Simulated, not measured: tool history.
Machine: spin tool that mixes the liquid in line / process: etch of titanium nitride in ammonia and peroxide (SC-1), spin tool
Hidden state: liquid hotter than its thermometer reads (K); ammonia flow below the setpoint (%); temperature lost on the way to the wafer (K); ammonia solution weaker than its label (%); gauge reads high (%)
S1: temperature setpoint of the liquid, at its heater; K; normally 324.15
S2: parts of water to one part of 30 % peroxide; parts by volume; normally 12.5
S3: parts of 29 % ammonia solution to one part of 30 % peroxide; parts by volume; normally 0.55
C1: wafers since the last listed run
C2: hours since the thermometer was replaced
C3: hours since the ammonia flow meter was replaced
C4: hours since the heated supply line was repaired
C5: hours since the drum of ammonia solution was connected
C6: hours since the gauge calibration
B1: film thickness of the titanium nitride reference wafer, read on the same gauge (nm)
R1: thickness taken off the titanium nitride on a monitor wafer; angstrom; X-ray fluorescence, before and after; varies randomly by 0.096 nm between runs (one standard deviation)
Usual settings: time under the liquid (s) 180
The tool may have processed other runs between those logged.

Run 1, hour 0: usual settings; C1 0; C2 1809.5; C3 14.1; C4 2532.4; C5 0.5; C6 65.1; B1 69.98. Result: R1 177 angstrom.
Run 2, hour 41.6: usual settings but S2 6.5 parts by volume, S3 0.35 parts by volume; C1 400; C2 1851.1; C3 55.7; C4 2574; C5 42.1; C6 106.7; B1 70. Result: R1 228.2 angstrom.
Run 3, hour 49.1: usual settings but S2 16 parts by volume; C1 72; C2 1858.6; C3 63.2; C4 2581.5; C5 49.6; C6 114.2; B1 70.01. Result: R1 151.7 angstrom.
At hour 59.3: heated supply line repaired.
Run 4, hour 65.5: usual settings but time under the liquid (s) 225; C1 148; C2 1875; C3 79.6; C4 6.2; C5 66; C6 130.6; B1 69.98. Result: R1 279.2 angstrom.
Run 5, hour 79.3: usual settings but S1 321.65 K, time under the liquid (s) 125; C1 132; C2 1888.8; C3 93.4; C4 20; C5 79.8; C6 144.4; B1 69.98. Result: R1 131.1 angstrom.
At hour 86.5: thermometer replaced.
Run 6, hour 87: usual settings; C1 64; C2 0.5; C3 101.1; C4 27.7; C5 87.5; C6 152.1; B1 69.95. Result: R1 195.4 angstrom.
Run 7, hour 92.7: usual settings but S1 329.65 K, S3 0.35 parts by volume, time under the liquid (s) 140; C1 54; C2 6.2; C3 106.8; C4 33.4; C5 93.2; C6 157.8; B1 70. Result: R1 205.2 angstrom.
Run 8, hour 105.7: usual settings; C1 125; C2 19.2; C3 119.8; C4 46.4; C5 106.2; C6 170.8; B1 69.99. Result: R1 195 angstrom.
Run 9, hour 112.8: usual settings; C1 68; C2 26.3; C3 126.9; C4 53.5; C5 113.3; C6 177.9; B1 69.97. Result: R1 194.1 angstrom.
Run 10, hour 121.1: usual settings; C1 79; C2 34.6; C3 135.2; C4 61.8; C5 121.6; C6 186.2; B1 70.01. Result: R1 194 angstrom.
Run 11, hour 134.1: usual settings but S1 328.65 K, S3 0.45 parts by volume; C1 125; C2 47.6; C3 148.2; C4 74.8; C5 134.6; C6 199.2; B1 69.96. Result: R1 255.6 angstrom.
Run 12, hour 140.5: usual settings but S3 0.75 parts by volume, time under the liquid (s) 260; C1 61; C2 54; C3 154.6; C4 81.2; C5 141; C6 205.6; B1 70.04. Result: R1 299.1 angstrom.
Run 13, hour 155.5: usual settings but S3 0.85 parts by volume, time under the liquid (s) 120; C1 144; C2 69; C3 169.6; C4 96.2; C5 156; C6 220.6; B1 69.98. Result: R1 139.7 angstrom.
Run 14, hour 166.9: usual settings but S2 8.5 parts by volume; C1 109; C2 80.4; C3 181; C4 107.6; C5 167.4; C6 232; B1 70.05. Result: R1 235.9 angstrom.
Run 15, hour 213.8: usual settings but S2 9 parts by volume, S3 0.65 parts by volume; C1 451; C2 127.3; C3 227.9; C4 154.5; C5 214.3; C6 278.9; B1 70.02. Result: R1 238.5 angstrom.
Run 16, hour 231.7: usual settings but S1 328.15 K, S3 0.7 parts by volume, time under the liquid (s) 120; C1 172; C2 145.2; C3 245.8; C4 172.4; C5 232.2; C6 296.8; B1 69.97. Result: R1 177.3 angstrom.
Run 17, hour 247.5: usual settings; C1 152; C2 161; C3 261.6; C4 188.2; C5 248; C6 312.6; B1 70.03. Result: R1 195.6 angstrom.
Run 18, hour 255.6: usual settings but S1 329.15 K, time under the liquid (s) 265; C1 77; C2 169.1; C3 269.7; C4 196.3; C5 256.1; C6 320.7; B1 70.01. Result: R1 399 angstrom.
Run 19, hour 266.5: usual settings but S1 332.15 K, S2 14.5 parts by volume, time under the liquid (s) 85; C1 104; C2 180; C3 280.6; C4 207.2; C5 267; C6 331.6; B1 70.02. Result: R1 144.9 angstrom.
Run 20, hour 276: usual settings but S1 318.15 K, S2 8.5 parts by volume, S3 0.45 parts by volume; C1 91; C2 189.5; C3 290.1; C4 216.7; C5 276.5; C6 341.1; B1 69.98. Result: R1 150.7 angstrom.
Run 21, hour 283: usual settings; C1 67; C2 196.5; C3 297.1; C4 223.7; C5 283.5; C6 348.1; B1 69.98. Result: R1 193.5 angstrom.
Run 22, hour 297.2: usual settings but time under the liquid (s) 270; C1 136; C2 210.7; C3 311.3; C4 237.9; C5 297.7; C6 362.3; B1 69.98. Result: R1 291.2 angstrom.
Run 23, hour 314.4: usual settings but S1 321.15 K, S3 0.6 parts by volume; C1 165; C2 227.9; C3 328.5; C4 255.1; C5 314.9; C6 379.5; B1 70.05. Result: R1 160.1 angstrom.

Forecast each of these 5 alternatives for the next run:
Run A, hour 314.9: usual settings; C1 4; C2 228.4; C3 329; C4 255.6; C5 315.4; C6 380; B1 ?. Result: R1 ?.
Run B, hour 314.9: usual settings but S2 8 parts by volume; C1 4; C2 228.4; C3 329; C4 255.6; C5 315.4; C6 380; B1 ?. Result: R1 ?.
Run C, hour 314.9: usual settings but S1 329.15 K, S2 17 parts by volume, S3 0.35 parts by volume; C1 4; C2 228.4; C3 329; C4 255.6; C5 315.4; C6 380; B1 ?. Result: R1 ?.
Run D, hour 314.9: usual settings but S3 0.65 parts by volume, time under the liquid (s) 75; C1 4; C2 228.4; C3 329; C4 255.6; C5 315.4; C6 380; B1 ?. Result: R1 ?.
Run E, hour 314.9: usual settings but S1 328.15 K, S2 14 parts by volume, time under the liquid (s) 285; C1 4; C2 228.4; C3 329; C4 255.6; C5 315.4; C6 380; B1 ?. Result: R1 ?.

run  B1     R1
  A  70  193.6
  B  70  244.1
  C  70    212
  D  70     83
  E  70  379.3
Had the tool no hidden state, the same runs would have come out as:
run     R1
  A  195.1
  B  245.9
  C  213.5
  D   83.7
  E  382.1

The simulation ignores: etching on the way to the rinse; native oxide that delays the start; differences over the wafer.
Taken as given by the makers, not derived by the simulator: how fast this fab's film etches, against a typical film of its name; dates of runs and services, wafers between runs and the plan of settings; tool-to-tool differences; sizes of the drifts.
